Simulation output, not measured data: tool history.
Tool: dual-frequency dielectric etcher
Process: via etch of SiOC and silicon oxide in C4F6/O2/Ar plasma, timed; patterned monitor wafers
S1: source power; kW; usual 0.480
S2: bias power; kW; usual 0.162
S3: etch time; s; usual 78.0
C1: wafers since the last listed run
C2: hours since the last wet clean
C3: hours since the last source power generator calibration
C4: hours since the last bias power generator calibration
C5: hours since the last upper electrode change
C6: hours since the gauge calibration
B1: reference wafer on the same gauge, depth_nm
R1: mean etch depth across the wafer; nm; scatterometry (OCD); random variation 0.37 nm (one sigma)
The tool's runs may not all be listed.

| run | day | S1 | S2 | S3 | C1 | C2 | C3 | C4 | C5 | C6 | B1 | R1 |
|---|---|---|---|---|---|---|---|---|---|---|---|---|
| 1 | 0.000 | 0.480 | 0.162 | 78.0 | 0 | 411.7 | 2344.5 | 2405.1 | 1733.7 | 859.7 | 84.0 | 84.4 |
| 2 | 1.946 | 0.480 | 0.162 | 78.0 | 306 | 458.4 | 2391.2 | 2451.8 | 1780.4 | 906.4 | 84.0 | 82.7 |
| 3 | 5.071 | 0.480 | 0.162 | 78.0 | 492 | 533.4 | 2466.2 | 2526.8 | 1855.4 | 981.4 | 84.0 | 83.2 |
|  | 7.338 | wet clean of the chamber |
| 4 | 9.433 | 0.480 | 0.162 | 78.0 | 530 | 50.3 | 2570.9 | 2631.5 | 1960.1 | 1086.1 | 83.9 | 86.7 |
| 5 | 12.529 | 0.480 | 0.162 | 78.0 | 488 | 124.6 | 2645.2 | 2705.8 | 2034.4 | 1160.4 | 84.0 | 85.6 |
| 6 | 14.462 | 0.480 | 0.162 | 78.0 | 304 | 171.0 | 2691.6 | 2752.2 | 2080.8 | 1206.8 | 83.9 | 85.7 |
| 7 | 18.133 | 0.480 | 0.162 | 95.0 | 578 | 259.1 | 2779.7 | 2840.3 | 2168.9 | 1294.9 | 84.0 | 102.9 |
| 8 | 20.704 | 0.480 | 0.162 | 95.0 | 405 | 320.8 | 2841.4 | 2902.0 | 2230.6 | 1356.6 | 83.9 | 102.4 |
| 9 | 22.779 | 0.480 | 0.162 | 78.0 | 327 | 370.6 | 2891.2 | 2951.8 | 2280.4 | 1406.4 | 84.0 | 84.3 |
| 10 | 26.396 | 0.480 | 0.162 | 78.0 | 570 | 457.4 | 2978.0 | 3038.6 | 2367.2 | 1493.2 | 84.1 | 82.7 |
|  | 28.454 | wet clean of the chamber |
|  | 28.629 | source power generator calibrated |
| 11 | 29.933 | 0.380 | 0.146 | 71.5 | 373 | 35.5 | 31.3 | 3123.5 | 2452.1 | 1578.1 | 83.9 | 70.9 |
| 12 | 33.662 | 0.480 | 0.197 | 78.0 | 588 | 125.0 | 120.8 | 3213.0 | 2541.6 | 1667.6 | 84.0 | 93.3 |
| 13 | 37.038 | 0.360 | 0.140 | 91.0 | 532 | 206.0 | 201.8 | 3294.0 | 2622.6 | 1748.6 | 84.0 | 86.0 |
| 14 | 39.362 | 0.480 | 0.195 | 78.0 | 366 | 261.8 | 257.6 | 3349.8 | 2678.4 | 1804.4 | 84.0 | 91.7 |
| 15 | 41.325 | 0.480 | 0.123 | 92.5 | 309 | 308.9 | 304.7 | 3396.9 | 2725.5 | 1851.5 | 84.0 | 91.8 |
| 16 | 43.408 | 0.480 | 0.162 | 78.0 | 328 | 358.9 | 354.7 | 3446.9 | 2775.5 | 1901.5 | 84.0 | 84.5 |
| 17 | 45.821 | 0.360 | 0.129 | 89.0 | 380 | 416.8 | 412.6 | 3504.8 | 2833.4 | 1959.4 | 84.0 | 79.9 |
|  | 48.125 | bias power generator calibrated |
| 18 | 50.242 | 0.520 | 0.143 | 96.0 | 670 | 522.9 | 518.7 | 50.8 | 2939.5 | 2065.5 | 84.1 | 101.5 |
|  | 51.358 | wet clean of the chamber |
| 19 | 52.288 | 0.400 | 0.188 | 55.0 | 164 | 22.3 | 567.8 | 99.9 | 2988.6 | 2114.6 | 83.9 | 60.4 |
| 20 | 55.600 | 0.550 | 0.191 | 55.0 | 522 | 101.8 | 647.3 | 179.4 | 3068.1 | 2194.1 | 83.9 | 67.1 |
|  | 58.292 | upper electrode replaced |
| 21 | 58.312 | 0.580 | 0.162 | 59.5 | 270 | 166.9 | 712.4 | 244.5 | 0.5 | 2259.2 | 84.1 | 70.0 |
| 22 | 61.404 | 0.550 | 0.162 | 65.5 | 487 | 241.1 | 786.6 | 318.7 | 74.7 | 2333.4 | 84.0 | 74.5 |
|  | 62.596 | gauge calibrated |
| 23 | 63.992 | 0.480 | 0.162 | 78.0 | 407 | 303.2 | 848.7 | 380.8 | 136.8 | 33.5 | 84.0 | 85.1 |
| 24 | 65.683 | 0.410 | 0.162 | 78.0 | 266 | 343.8 | 889.3 | 421.4 | 177.4 | 74.1 | 84.0 | 80.1 |
|  | 73.658 | wet clean of the chamber |
| 25 | 77.462 | 0.480 | 0.162 | 78.0 | 1699 | 91.3 | 1172.0 | 704.1 | 460.1 | 356.8 | 84.0 | 86.6 |
| 26 | 79.979 | 0.440 | 0.162 | 86.5 | 396 | 151.7 | 1232.4 | 764.5 | 520.5 | 417.2 | 84.0 | 92.4 |
| 27 | 81.962 | 0.510 | 0.162 | 78.0 | 312 | 199.3 | 1280.0 | 812.1 | 568.1 | 464.8 | 84.0 | 86.8 |
| 28 | 84.979 | 0.480 | 0.162 | 78.0 | 475 | 271.7 | 1352.4 | 884.5 | 640.5 | 537.2 | 84.0 | 85.1 |
| 29 | 87.221 | 0.480 | 0.192 | 98.5 | 353 | 325.5 | 1406.2 | 938.3 | 694.3 | 591.0 | 84.1 | 113.2 |
| 30 | 90.633 | 0.570 | 0.192 | 93.5 | 538 | 407.4 | 1488.1 | 1020.2 | 776.2 | 672.9 | 84.1 | 113.1 |

The same runs without the tool's hidden state, with the same run-to-run variation:
The hidden state here: etch rate over this chamber's usual, %; source power that arrives over what is set, %; bias power that arrives over what is set, %; gauge reads high (%).
| run | R1 |
|---|---|
| 1 | 87.6 |
| 2 | 86.2 |
| 3 | 87.3 |
| 4 | 87.4 |
| 5 | 86.8 |
| 6 | 87.2 |
| 7 | 105.5 |
| 8 | 105.6 |
| 9 | 87.3 |
| 10 | 86.3 |
| 11 | 70.8 |
| 12 | 93.9 |
| 13 | 87.2 |
| 14 | 93.4 |
| 15 | 93.9 |
| 16 | 86.8 |
| 17 | 82.5 |
| 18 | 105.7 |
| 19 | 60.6 |
| 20 | 67.7 |
| 21 | 71.0 |
| 22 | 76.0 |
| 23 | 87.3 |
| 24 | 82.5 |
| 25 | 87.2 |
| 26 | 93.5 |
| 27 | 88.2 |
| 28 | 87.0 |
| 29 | 116.3 |
| 30 | 117.0 |

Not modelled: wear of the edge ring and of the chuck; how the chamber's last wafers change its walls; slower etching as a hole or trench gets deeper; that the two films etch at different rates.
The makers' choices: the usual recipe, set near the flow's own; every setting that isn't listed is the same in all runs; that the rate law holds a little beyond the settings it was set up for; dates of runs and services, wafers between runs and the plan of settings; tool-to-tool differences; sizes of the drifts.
